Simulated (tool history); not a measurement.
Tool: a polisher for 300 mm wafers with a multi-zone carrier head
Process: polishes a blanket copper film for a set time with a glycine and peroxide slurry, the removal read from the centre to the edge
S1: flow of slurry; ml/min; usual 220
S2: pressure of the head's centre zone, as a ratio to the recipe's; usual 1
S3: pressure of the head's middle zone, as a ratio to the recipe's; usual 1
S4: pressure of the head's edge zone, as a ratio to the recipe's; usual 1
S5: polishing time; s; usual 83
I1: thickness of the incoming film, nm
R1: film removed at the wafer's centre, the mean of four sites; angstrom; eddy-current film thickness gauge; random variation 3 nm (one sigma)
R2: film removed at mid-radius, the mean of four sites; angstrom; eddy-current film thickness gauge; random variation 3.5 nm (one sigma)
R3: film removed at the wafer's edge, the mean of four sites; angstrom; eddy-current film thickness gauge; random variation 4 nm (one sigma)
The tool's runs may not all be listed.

run,hour,S1,S2,S3,S4,S5,I1,R1,R2,R3
1,0,220,1,1,1,83,1807.5,2491,2466,2508
# hour 20.8: worn pad replaced by a new one
# hour 31.3: carrier head's membrane replaced by a new one
2,57.6,220,1,1,1,83,1782.8,2783,2691,2617
3,88.7,220,1,1,1,83,1772,2721,2737,2707
4,148.4,220,1,1,1,83,1770.6,2688,2684,2621
5,194.6,220,1,1.04,1,83,1783.9,2590,2672,2588
# hour 242: worn pad replaced by a new one
6,257.6,220,1,1.04,1,83,1766.7,2715,2806,2665
7,300.3,205,1,1,1,68,1779.8,2162,2210,2135
8,345.2,220,1,1,1,83,1778.1,2683,2614,2654
9,411.3,220,1,1,1,83,1776.2,2548,2563,2589
# hour 458.5: worn pad replaced by a new one
# hour 469.1: slurry nozzle cleaned
10,471.3,220,1,1,1,83,1743.2,2726,2639,2684
11,555.7,220,1,1,1,83,1735.1,2680,2582,2603
# hour 590.3: centre zone pressure recalibrated
12,690.4,220,1,1,1.08,73,1783.5,2169,2122,2210
# hour 706.4: worn pad replaced by a new one
# hour 748.4: carrier head's membrane replaced by a new one
13,759.1,220,1,0.92,1,91,1762.2,2949,2660,2943
14,802.7,220,0.92,1.08,1,69,1791.5,2030,2300,2187
# hour 838.2: edge zone pressure recalibrated
15,861,220,1,1,1,83,1750,2582,2454,2546
16,909.7,275,1,1.04,1,83,1786.6,2554,2626,2478
# hour 962.7: worn pad replaced by a new one
17,968.6,220,1,1,1.1,83,1792.9,2784,2670,2834
18,999.9,245,1,1,1,68,1787.4,2264,2229,2206
19,1031.7,280,0.89,1.05,1,109,1758.2,3312,3868,3719
20,1063.6,220,1,1,1,83,1759.9,2669,2655,2689
21,1132.4,220,1,1.11,1,83,1767.9,2591,2734,2525
22,1168.1,220,1,1,0.94,83,1748.9,2472,2465,2405

Measured less the same run without the tool's hidden state. The same run-to-run variation is in both; the gauge's scatter may not be:
The hidden state here: removal rate lost through wear of the pad, %; slurry flow missing at the pad, %; deviation of the centre zone's pressure from its setpoint, %; deviation of the edge zone's pressure from its setpoint, %.
run,R1,R2,R3
1,-247,-245,-249
2,-31,-31,-30
3,-50,-50,-49
4,-116,-116,-113
5,-193,-200,-194
6,-69,-72,-68
7,-70,-71,-69
8,-130,-126,-128
9,-229,-230,-233
10,-49,-47,-48
11,-101,-98,-98
12,-313,-306,-318
13,-109,-99,-109
14,-104,-118,-113
15,-219,-209,-217
16,-328,-337,-318
17,-23,-23,-24
18,-26,-25,-25
19,-60,-70,-68
20,-80,-79,-80
21,-185,-194,-180
22,-255,-255,-248
